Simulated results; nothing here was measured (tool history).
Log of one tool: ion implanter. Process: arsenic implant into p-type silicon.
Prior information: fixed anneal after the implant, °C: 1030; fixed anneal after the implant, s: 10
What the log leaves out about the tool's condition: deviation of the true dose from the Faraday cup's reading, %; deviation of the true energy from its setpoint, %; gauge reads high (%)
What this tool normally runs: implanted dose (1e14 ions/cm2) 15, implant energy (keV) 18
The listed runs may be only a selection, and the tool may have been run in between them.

run    hour  implanted dose (1e14 ions/cm2)  implant energy (keV)  wafers since the last listed run  hours since the last dose calibration  hours since the extraction supply was calibrated  hours since the gauge calibration  read-back reference wafer on the same gauge, sheet resistance  sheet resistance of the implanted and annealed layer (ohm/square)
  1       0                              15                    18                                 0                                 1251.9                                            3588.9                              399.8                                                          88.99                                                             105.36
  2    53.6                              15                    18                              1352                                 1305.5                                            3642.5                              453.4                                                           88.9                                                             105.56
  3      99                              15                    18                              1145                                 1350.9                                            3687.9                              498.8                                                          89.03                                                             105.68
  4   156.8                              15                    18                              1458                                 1408.7                                            3745.7                              556.6                                                          88.96                                                             105.71
  5   346.7                              15                    18                              4790                                 1598.6                                            3935.6                              746.5                                                          88.96                                                              105.5
  6     388                              15                    18                              1041                                 1639.9                                            3976.9                              787.8                                                          88.97                                                             105.15
  7   454.9                              15                    18                              1687                                 1706.8                                            4043.8                              854.7                                                          88.99                                                             104.76
  8   502.8                              15                    14                              1208                                 1754.7                                            4091.7                              902.6                                                          89.02                                                             112.18
  9   534.6                              15                    14                               802                                 1786.5                                            4123.5                              934.4                                                          88.98                                                             111.73
 10     562                           17.08                    18                               691                                 1813.9                                            4150.9                              961.8                                                          89.02                                                             101.54
 11   630.5                           17.08                    18                              1728                                 1882.4                                            4219.4                             1030.3                                                             89                                                             101.31
 12   658.8                              15                    18                               713                                 1910.7                                            4247.7                             1058.6                                                          89.06                                                             104.59
      680.5  -- extraction supply calibrated
 13   700.6                              15                    18                               852                                 1952.5                                              20.1                             1100.4                                                             89                                                             104.79
      709.5  -- Faraday cup replaced and dose calibrated
      736.9  -- gauge calibrated
 14     767                              15                    18                              1473                                   57.5                                              86.5                               30.1                                                          89.09                                                             104.28
 15   812.4                              15                    18                              1145                                  102.9                                             131.9                               75.5                                                          88.98                                                             104.13
 16   851.8                           18.29                  13.5                               993                                  142.3                                             171.3                              114.9                                                          88.96                                                             107.97
 17   915.8                           17.35                    15                              1614                                  206.3                                             235.3                              178.9                                                          88.93                                                             105.99
      949.9  -- Faraday cup replaced and dose calibrated, repeated, since the last time left the tool worse
 18   950.4                              15                  13.5                               671                                    0.5                                             269.9                              213.5                                                          88.98                                                             113.57
 19     988                           19.38                    18                               948                                   38.1                                             307.5                              251.1                                                          88.99                                                              99.82
 20  1057.3                              15                    13                              1748                                  107.4                                             376.8                              320.4                                                          88.98                                                             114.41
 21  1090.8                           10.79                    21                               845                                  140.9                                             410.3                              353.9                                                          88.93                                                             115.98
 22  1127.8                           17.08                    18                               933                                  177.9                                             447.3                              390.9                                                          89.09                                                             102.69
 23  1173.7                              15                    18                              1157                                  223.8                                             493.2                              436.8                                                          89.11                                                             105.99
 24  1226.1                              15                  20.5                              1321                                  276.2                                             545.6                              489.2                                                          88.93                                                             102.12
 25  1255.1                           12.23                  14.5                               731                                  305.2                                             574.6                              518.2                                                             89                                                             119.51
 26  1306.9                              15                    18                              1306                                    357                                             626.4                                570                                                          89.04                                                             106.14
 27  1368.9                              15                    18                              1564                                    419                                             688.4                                632                                                          89.01                                                                106
 28  1394.5                           11.95                    20                               645                                  444.6                                               714                              657.6                                                          89.03                                                             111.86
 29  1422.8                           17.81                  14.5                               713                                  472.9                                             742.3                              685.9                                                          89.01                                                             107.17
 30  1473.8                           16.36                    20                              1286                                  523.9                                             793.3                              736.9                                                          88.99                                                             100.22
 31  1562.7                              15                    18                              2242                                  612.8                                             882.2                              825.8                                                             89                                                             105.79

Exercise: give the hidden state of the tool at every run:
deviation of the true energy from its setpoint, %: 0 in every run
gauge reads high (%): 0 in every run
H1: deviation of the true dose from the Faraday cup's reading, %
run     H1
  1   1.51
  2   1.66
  3   1.79
  4   1.96
  5   2.59
  6   2.73
  7   2.98
  8   3.16
  9   3.28
 10   3.39
 11   3.66
 12   3.78
 13   3.96
 14   6.44
 15   6.45
 16   6.46
 17   6.49
 18  0.124
 19  0.126
 20  0.137
 21  0.146
 22  0.159
 23  0.179
 24  0.208
 25  0.226
 26  0.263
 27  0.316
 28   0.34
 29  0.369
 30  0.424
 31  0.534

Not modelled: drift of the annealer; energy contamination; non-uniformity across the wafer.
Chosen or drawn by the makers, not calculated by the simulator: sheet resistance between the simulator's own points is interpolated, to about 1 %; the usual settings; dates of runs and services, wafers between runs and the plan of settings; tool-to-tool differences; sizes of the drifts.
